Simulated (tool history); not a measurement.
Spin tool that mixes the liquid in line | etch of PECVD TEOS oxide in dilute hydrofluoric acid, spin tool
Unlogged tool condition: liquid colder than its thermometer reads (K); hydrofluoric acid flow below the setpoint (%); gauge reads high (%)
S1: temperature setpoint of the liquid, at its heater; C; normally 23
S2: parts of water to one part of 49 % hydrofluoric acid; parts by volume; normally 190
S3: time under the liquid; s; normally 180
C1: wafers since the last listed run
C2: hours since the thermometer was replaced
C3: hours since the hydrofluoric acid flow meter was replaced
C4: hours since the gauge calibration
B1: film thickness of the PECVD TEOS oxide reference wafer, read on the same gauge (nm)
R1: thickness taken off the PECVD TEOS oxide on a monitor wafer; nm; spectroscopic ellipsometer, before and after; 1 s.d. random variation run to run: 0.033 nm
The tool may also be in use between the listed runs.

run,day,S1,S2,S3,C1,C2,C3,C4,B1,R1
1,0,26,190,180,0,329,1372.2,428.6,90,9.28
2,0.504,26,190,180,82,341.1,1384.3,440.7,90.01,9.23
3,1.95,26,190,180,236,375.8,1419,475.4,90,9.26
4,2.571,23,190,180,101,390.7,1433.9,490.3,90.01,8.31
5,3.512,23,190,230,153,413.3,1456.5,512.9,89.98,10.66
6,4.467,23,190,230,155,436.2,1479.4,535.8,90.03,10.59
7,5.062,23,190,230,97,450.5,1493.7,550.1,90.01,10.61
8,5.988,23,190,180,151,472.7,1515.9,572.3,89.99,8.3
# day 6.108: gauge calibrated
9,7.338,23,190,180,220,505.1,1548.3,29.5,90.01,8.34
10,7.988,23,190,180,106,520.7,1563.9,45.1,89.99,8.3
11,9.1,23,190,180,181,547.4,1590.6,71.8,89.98,8.32
12,10.054,23,190,180,155,570.3,1613.5,94.7,89.99,8.34
13,10.667,23,190,180,100,585,1628.2,109.4,89.99,8.32
14,12.05,23,190,135,226,618.2,1661.4,142.6,90.03,6.21
15,13.483,23,190,135,234,652.6,1695.8,177,89.99,6.22
# day 13.679: hydrofluoric acid flow meter replaced
16,14.796,23,190,180,207,684.1,26.8,208.5,89.98,8.29
17,15.933,27,190,210,185,711.4,54.1,235.8,90,11.33
18,16.746,23,190,180,132,730.9,73.6,255.3,90.02,8.32
19,18.346,23,215,235,261,769.3,112,293.7,90.01,9.34
20,19,27.5,190,180,106,785,127.7,309.4,90.01,9.83
# day 19.446: thermometer replaced
21,19.542,23,160,70,81,2.3,140.7,322.4,90,3.96
22,20.321,21,270,255,127,21,159.4,341.1,89.99,7.1
23,21.721,23,160,70,228,54.6,193,374.7,90.01,3.97
24,22.542,23,150,255,134,74.3,212.7,394.4,90,15.51
25,26.975,26.5,190,180,724,180.7,319.1,500.8,90,9.43
# day 29.942: gauge calibrated
26,31.092,23,190,180,672,279.5,417.9,27.6,89.99,8.31
27,32.258,23,190,180,190,307.5,445.9,55.6,89.97,8.37
28,36.146,19,190,280,635,400.8,539.2,148.9,89.99,11.12
29,37.35,23,190,180,196,429.7,568.1,177.8,90.02,8.32
30,37.892,23,190,180,88,442.7,581.1,190.8,90.01,8.26
31,38.742,18,110,255,138,463.1,601.5,211.2,90.04,18.07
32,39.592,21.5,230,245,138,483.5,621.9,231.6,89.99,8.5
33,40.783,23,105,285,194,512.1,650.5,260.2,90,26.14
34,42.146,23,190,180,222,544.8,683.2,292.9,90.02,8.3

What was the tool's hidden state at every run in the log?
liquid colder than its thermometer reads (K): 0 in every run
hydrofluoric acid flow below the setpoint (%): 0 in every run
gauge reads high (%): 0 in every run
